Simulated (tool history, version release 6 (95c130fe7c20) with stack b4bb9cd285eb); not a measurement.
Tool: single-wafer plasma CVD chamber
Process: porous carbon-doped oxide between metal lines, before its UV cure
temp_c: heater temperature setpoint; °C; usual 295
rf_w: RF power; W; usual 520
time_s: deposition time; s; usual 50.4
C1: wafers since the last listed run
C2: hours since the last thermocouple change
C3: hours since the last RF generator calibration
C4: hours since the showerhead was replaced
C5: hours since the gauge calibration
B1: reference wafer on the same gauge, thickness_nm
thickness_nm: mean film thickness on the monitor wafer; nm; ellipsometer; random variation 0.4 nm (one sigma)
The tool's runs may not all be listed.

{"run": 1, "hour": 0.0, "temp_c": 295, "rf_w": 520, "time_s": 46.4, "C1": 0, "C2": 2503.7, "C3": 1450, "C4": 5165, "C5": 88.6, "B1": 240.954, "thickness_nm": 239.689}
{"run": 2, "hour": 53.5, "temp_c": 295, "rf_w": 520, "time_s": 46.4, "C1": 933, "C2": 2557.2, "C3": 1503.5, "C4": 5218.5, "C5": 142.1, "B1": 241.055, "thickness_nm": 238.983}
{"run": 3, "hour": 101.9, "temp_c": 295, "rf_w": 520, "time_s": 50.4, "C1": 844, "C2": 2605.6, "C3": 1551.9, "C4": 5266.9, "C5": 190.5, "B1": 240.925, "thickness_nm": 258.631}
{"run": 4, "hour": 143.3, "temp_c": 295, "rf_w": 520, "time_s": 50.4, "C1": 722, "C2": 2647, "C3": 1593.3, "C4": 5308.3, "C5": 231.9, "B1": 241.033, "thickness_nm": 258.744}
{"run": 5, "hour": 208.9, "temp_c": 295, "rf_w": 520, "time_s": 50.4, "C1": 1145, "C2": 2712.6, "C3": 1658.9, "C4": 5373.9, "C5": 297.5, "B1": 240.942, "thickness_nm": 257.648}
{"run": 6, "hour": 256.6, "temp_c": 284, "rf_w": 520, "time_s": 50.4, "C1": 832, "C2": 2760.3, "C3": 1706.6, "C4": 5421.6, "C5": 345.2, "B1": 240.979, "thickness_nm": 273.594}
{"hour": 259.9, "done": "gauge calibrated"}
{"hour": 289.6, "done": "showerhead replaced"}
{"hour": 332.8, "done": "RF generator calibrated"}
{"run": 7, "hour": 333.3, "temp_c": 302, "rf_w": 520, "time_s": 50.4, "C1": 1059, "C2": 2837, "C3": 0.5, "C4": 43.7, "C5": 73.4, "B1": 241.094, "thickness_nm": 262.027}
{"run": 8, "hour": 370.1, "temp_c": 295, "rf_w": 520, "time_s": 50.4, "C1": 642, "C2": 2873.8, "C3": 37.3, "C4": 80.5, "C5": 110.2, "B1": 241.033, "thickness_nm": 271.248}
{"run": 9, "hour": 422.0, "temp_c": 281, "rf_w": 520, "time_s": 53.9, "C1": 905, "C2": 2925.7, "C3": 89.2, "C4": 132.4, "C5": 162.1, "B1": 241.08, "thickness_nm": 313.775}
{"run": 10, "hour": 473.0, "temp_c": 283, "rf_w": 450, "time_s": 50.4, "C1": 890, "C2": 2976.7, "C3": 140.2, "C4": 183.4, "C5": 213.1, "B1": 240.996, "thickness_nm": 265.445}
{"hour": 493.8, "done": "thermocouple changed; heater temperature recalibrated"}
{"run": 11, "hour": 508.1, "temp_c": 280, "rf_w": 450, "time_s": 59, "C1": 473, "C2": 14.3, "C3": 175.3, "C4": 218.5, "C5": 248.2, "B1": 240.821, "thickness_nm": 306.084}
{"run": 12, "hour": 566.1, "temp_c": 289, "rf_w": 520, "time_s": 55.2, "C1": 1012, "C2": 72.3, "C3": 233.3, "C4": 276.5, "C5": 306.2, "B1": 241.069, "thickness_nm": 299.033}
{"run": 13, "hour": 633.4, "temp_c": 289, "rf_w": 520, "time_s": 55.2, "C1": 1174, "C2": 139.6, "C3": 300.6, "C4": 343.8, "C5": 373.5, "B1": 241.083, "thickness_nm": 298.433}
{"run": 14, "hour": 684.8, "temp_c": 295, "rf_w": 595, "time_s": 55.2, "C1": 897, "C2": 191, "C3": 352, "C4": 395.2, "C5": 424.9, "B1": 240.967, "thickness_nm": 314.697}

4 ways to go on from here, each from the tool as it stands after run 14. What would each give?
{"run": "A", "hour": 685.2, "temp_c": 295, "rf_w": 520, "time_s": 50.4, "C1": 6, "C2": 191.4, "C3": 352.4, "C4": 395.6, "C5": 425.3, "B1": "?", "thickness_nm": "?"}
{"run": "B", "hour": 685.2, "temp_c": 295, "rf_w": 615, "time_s": 59, "C1": 6, "C2": 191.4, "C3": 352.4, "C4": 395.6, "C5": 425.3, "B1": "?", "thickness_nm": "?"}
{"run": "C", "hour": 685.2, "temp_c": 286, "rf_w": 520, "time_s": 45.2, "C1": 6, "C2": 191.4, "C3": 352.4, "C4": 395.6, "C5": 425.3, "B1": "?", "thickness_nm": "?"}
{"run": "D", "hour": 685.2, "temp_c": 301, "rf_w": 455, "time_s": 41, "C1": 6, "C2": 191.4, "C3": 352.4, "C4": 395.6, "C5": 425.3, "B1": "?", "thickness_nm": "?"}

run=A B1=241.016 thickness_nm=264.418
run=B B1=241.016 thickness_nm=342.525
run=C B1=241.016 thickness_nm=249.518
run=D B1=241.016 thickness_nm=192.535
Without the tool's hidden state the same runs would have given:
run=A thickness_nm=263.98
run=B thickness_nm=341.919
run=C thickness_nm=249.01
run=D thickness_nm=192.268
